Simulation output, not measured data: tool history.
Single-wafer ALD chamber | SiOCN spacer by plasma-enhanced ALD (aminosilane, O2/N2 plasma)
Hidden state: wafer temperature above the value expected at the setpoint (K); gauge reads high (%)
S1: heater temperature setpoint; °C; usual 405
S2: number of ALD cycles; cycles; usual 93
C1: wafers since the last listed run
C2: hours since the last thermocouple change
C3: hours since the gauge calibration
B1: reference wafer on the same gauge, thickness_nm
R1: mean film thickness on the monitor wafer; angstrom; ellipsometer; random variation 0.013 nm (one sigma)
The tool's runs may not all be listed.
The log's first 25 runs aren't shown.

run 26 hour=357.1 | S1=401 S2=76 | C1=25 C2=53.4 C3=78.7 | B1=5.567 | R1=43.38
run 27 hour=363.3 | S1=418 S2=76 | C1=19 C2=59.6 C3=84.9 | B1=5.564 | R1=40.92
run 28 hour=370.9 | S1=398 S2=78 | C1=24 C2=67.2 C3=92.5 | B1=5.568 | R1=44.65
run 29 hour=384.0 | S1=392 S2=79 | C1=41 C2=80.3 C3=105.6 | B1=5.554 | R1=45.31
run 30 hour=398.4 | S1=417 S2=75 | C1=45 C2=94.7 C3=120.0 | B1=5.553 | R1=40.39
run 31 hour=406.8 | S1=414 S2=76 | C1=26 C2=103.1 C3=128.4 | B1=5.559 | R1=41.53
run 32 hour=423.3 | S1=418 S2=99 | C1=52 C2=119.6 C3=144.9 | B1=5.551 | R1=53.19
run 33 hour=434.3 | S1=415 S2=93 | C1=35 C2=130.6 C3=155.9 | B1=5.552 | R1=50.49
run 34 hour=442.6 | S1=414 S2=93 | C1=26 C2=138.9 C3=164.2 | B1=5.549 | R1=50.60
run 35 hour=455.7 | S1=420 S2=105 | C1=41 C2=152.0 C3=177.3 | B1=5.552 | R1=55.88
run 36 hour=470.4 | S1=405 S2=93 | C1=46 C2=166.7 C3=192.0 | B1=5.544 | R1=52.24
run 37 hour=480.7 | S1=413 S2=81 | C1=32 C2=177.0 C3=202.3 | B1=5.546 | R1=44.31
run 38 hour=498.2 | S1=416 S2=86 | C1=55 C2=194.5 C3=219.8 | B1=5.552 | R1=46.39

Forecast each of these 5 alternatives for the next run:
run A hour=498.8 | S1=405 S2=93 | C1=1 C2=195.1 C3=220.4 | B1=? | R1=?
run B hour=498.8 | S1=399 S2=102 | C1=1 C2=195.1 C3=220.4 | B1=? | R1=?
run C hour=498.8 | S1=418 S2=108 | C1=1 C2=195.1 C3=220.4 | B1=? | R1=?
run D hour=498.8 | S1=393 S2=99 | C1=1 C2=195.1 C3=220.4 | B1=? | R1=?
run E hour=498.8 | S1=420 S2=80 | C1=1 C2=195.1 C3=220.4 | B1=? | R1=?

run=A B1=5.548 R1=52.30
run=B B1=5.548 R1=58.23
run=C B1=5.548 R1=57.99
run=D B1=5.548 R1=56.52
run=E B1=5.548 R1=42.65
Without the tool's hidden state the same runs would have given:
run=A R1=52.91
run=B R1=58.92
run=C R1=58.67
run=D R1=57.18
run=E R1=43.14

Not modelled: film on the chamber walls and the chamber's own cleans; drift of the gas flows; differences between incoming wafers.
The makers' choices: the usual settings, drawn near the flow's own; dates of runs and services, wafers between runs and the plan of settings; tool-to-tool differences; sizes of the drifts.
